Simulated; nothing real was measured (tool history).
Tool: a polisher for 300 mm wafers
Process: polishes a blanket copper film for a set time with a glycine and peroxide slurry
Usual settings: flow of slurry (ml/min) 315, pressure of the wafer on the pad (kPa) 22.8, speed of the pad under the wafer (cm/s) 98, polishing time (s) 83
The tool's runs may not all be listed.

run	day	flow of slurry (ml/min)	pressure of the wafer on the pad (kPa)	speed of the pad under the wafer (cm/s)	polishing time (s)	incoming thickness of the incoming film, nm	film removed (nm)
1	0.000	315	22.8	98	83	1774.2	498.0
2	1.417	315	22.8	98	83	1773.2	497.6
3	2.167	340	22.8	98	83	1783.3	502.1
4	2.996	315	22.8	98	83	1744.7	487.8
5	4.158	315	22.8	98	83	1761.3	480.6
# day 5.246: worn pad replaced by a new one
6	5.767	315	22.8	98	83	1772.0	440.2
7	6.958	315	22.8	98	83	1769.4	449.5
# day 7.625: head pressure recalibrated
8	8.246	315	22.8	98	83	1780.3	439.9
# day 8.750: slurry nozzle cleaned
9	9.138	315	22.8	98	83	1770.0	436.7
# day 9.629: worn pad replaced by a new one, repeated, since the last time left the tool worse
10	10.083	405	22.8	98	83	1784.2	515.9
11	11.371	315	22.8	98	83	1725.1	502.2
12	12.250	255	29.6	108	110	1767.8	898.4
13	13.054	315	22.8	98	83	1758.8	495.4
# day 15.267: worn pad replaced by a new one
14	16.788	315	26.9	98	54	1747.1	370.3
15	20.092	315	29.0	98	64	1782.5	453.0
16	20.721	370	22.8	114	83	1725.8	551.4
# day 21.292: worn pad replaced by a new one
17	21.321	245	31.0	98	59	1747.1	452.8
18	22.342	315	22.8	98	83	1752.3	505.3
19	23.075	355	24.8	70	73	1747.3	362.8
20	24.558	315	22.8	98	83	1743.5	484.3

Forecast each of these 3 alternatives for the next run:
A	24.575	315	22.8	72	83	1763.5	?
B	24.575	315	19.3	74	98	1763.5	?
C	24.575	315	27.6	114	83	1763.5	?

run	film removed (nm)
A	376.5
B	402.7
C	646.7
Without the tool's hidden state the same runs would have given:
run	film removed (nm)
A	390.3
B	417.4
C	670.4
